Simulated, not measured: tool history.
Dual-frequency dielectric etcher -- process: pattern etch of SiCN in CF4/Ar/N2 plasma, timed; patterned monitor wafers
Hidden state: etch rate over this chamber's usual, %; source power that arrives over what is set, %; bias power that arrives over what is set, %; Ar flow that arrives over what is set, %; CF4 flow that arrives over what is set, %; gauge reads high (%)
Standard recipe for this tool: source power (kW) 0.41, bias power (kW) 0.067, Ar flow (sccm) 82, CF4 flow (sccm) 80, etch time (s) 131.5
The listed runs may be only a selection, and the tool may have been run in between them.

run   hour  source power (kW)  bias power (kW)  Ar flow (sccm)  CF4 flow (sccm)  etch time (s)  wafers since the last listed run  hours since the last wet clean  hours since the last source power generator calibration  hours since the last bias power generator calibration  hours since the last Ar flow controller change  hours since the last CF4 flow controller change  hours since the last upper electrode change  hours since the gauge calibration  read-back reference wafer on the same gauge, depth_nm  mean etch depth across the wafer (nm)
  1      0               0.41            0.067              82               80          131.5                                 0                            29.9                                                   3070.9                                                 3023.8                                          3168.7                                           3762.3                                       5220.5                              465.1                                                  115.9                                   97.4
  2     59               0.41            0.067              82               68          131.5                               695                            88.9                                                   3129.9                                                 3082.8                                          3227.7                                           3821.3                                       5279.5                              524.1                                                  115.9                                   94.9
  3    100               0.41            0.067              82               68          131.5                               483                           129.9                                                   3170.9                                                 3123.8                                          3268.7                                           3862.3                                       5320.5                              565.1                                                  115.7                                   95.2
  4  158.3               0.41            0.067              82               68          131.5                               687                           188.2                                                   3229.2                                                 3182.1                                            3327                                           3920.6                                       5378.8                              623.4                                                  115.6                                   94.4
  5  209.8               0.41            0.067              82               80          131.5                               607                           239.7                                                   3280.7                                                 3233.6                                          3378.5                                           3972.1                                       5430.3                              674.9                                                  115.7                                   94.9
  6  252.7               0.41            0.067              82               80          131.5                               505                           282.6                                                   3323.6                                                 3276.5                                          3421.4                                             4015                                       5473.2                              717.8                                                  115.7                                     96
     279.9  -- gauge calibrated
  7  303.5               0.36            0.067              97               80          131.5                               598                           333.4                                                   3374.4                                                 3327.3                                          3472.2                                           4065.8                                         5524                               23.6                                                  115.7                                   83.3
     319.1  -- Ar flow controller replaced
  8  342.5               0.36            0.067              97               80          131.5                               389                           372.4                                                   3413.4                                                 3366.3                                            23.4                                           4104.8                                         5563                               62.6                                                  115.8                                   83.1
     385.5  -- wet clean of the chamber
  9  387.6               0.36            0.067              97               80          131.5                               248                             2.1                                                   3458.5                                                 3411.4                                            68.5                                           4149.9                                       5608.1                              107.7                                                  115.7                                   86.2
 10  453.2               0.41            0.067              82               80          131.5                               773                            67.7                                                   3524.1                                                   3477                                           134.1                                           4215.5                                       5673.7                              173.3                                                  115.7                                   98.7
 11  511.5               0.46            0.076              82               80            144                               687                             126                                                   3582.4                                                 3535.3                                           192.4                                           4273.8                                         5732                              231.6                                                  115.6                                  123.4
 12  558.9               0.41            0.067              82               80          131.5                               558                           173.4                                                   3629.8                                                 3582.7                                           239.8                                           4321.2                                       5779.4                                279                                                  115.9                                   97.5
     576.3  -- bias power generator calibrated
 13  626.5               0.41            0.067              82               80          131.5                               749                             241                                                   3697.4                                                   50.2                                           307.4                                           4388.8                                         5847                              346.6                                                  115.7                                   96.1
     651.8  -- source power generator calibrated
 14  657.8               0.36            0.067              97               80          131.5                               321                           272.3                                                        6                                                   81.5                                           338.7                                           4420.1                                       5878.3                              377.9                                                  115.8                                   83.7
 15  695.2               0.41            0.067              82               80          163.5                               440                           309.7                                                     43.4                                                  118.9                                           376.1                                           4457.5                                       5915.7                              415.3                                                  115.7                                  119.7
     713.6  -- CF4 flow controller replaced
     730.4  -- upper electrode replaced
 16  730.9               0.49            0.076              82               64             97                               151                           345.4                                                     79.1                                                  154.6                                           411.8                                             17.3                                          0.5                                451                                                  115.7                                   83.3
 17  762.3               0.41            0.067              92               80          131.5                               370                           376.8                                                    110.5                                                    186                                           443.2                                             48.7                                         31.9                              482.4                                                  115.6                                   94.4
     787.7  -- wet clean of the chamber
 18  805.2               0.41            0.061              82               80            150                               222                            17.5                                                    153.4                                                  228.9                                           486.1                                             91.6                                         74.8                              525.3                                                  115.6                                  108.8
 19  855.2               0.41            0.067              82               80          131.5                               589                            67.5                                                    203.4                                                  278.9                                           536.1                                            141.6                                        124.8                              575.3                                                  115.7                                   97.9
 20  912.5               0.41            0.058              82               80          131.5                               675                           124.8                                                    260.7                                                  336.2                                           593.4                                            198.9                                        182.1                              632.6                                                  115.8                                   93.7
       923  -- gauge calibrated
 21  972.4               0.38            0.052              82               68          131.5                               706                           184.7                                                    320.6                                                  396.1                                           653.3                                            258.8                                          242                               49.4                                                  115.6                                   82.3

Measured minus without-hidden-state, run by run (identical run-to-run variation in each term; gauge scatter may differ):
run  mean etch depth across the wafer (nm)
  1                                   -0.6
  2                                     -1
  3                                   -1.4
  4                                   -1.9
  5                                   -2.4
  6                                   -2.8
  7                                   -2.8
  8                                   -3.1
  9                                   +0.4
 10                                   -0.1
 11                                   -0.8
 12                                     -1
 13                                   -1.6
 14                                   -1.7
 15                                   -2.7
 16                                   -2.2
 17                                   -2.8
 18                                     +0
 19                                   -0.4
 20                                   -0.9
 21                                   -1.2

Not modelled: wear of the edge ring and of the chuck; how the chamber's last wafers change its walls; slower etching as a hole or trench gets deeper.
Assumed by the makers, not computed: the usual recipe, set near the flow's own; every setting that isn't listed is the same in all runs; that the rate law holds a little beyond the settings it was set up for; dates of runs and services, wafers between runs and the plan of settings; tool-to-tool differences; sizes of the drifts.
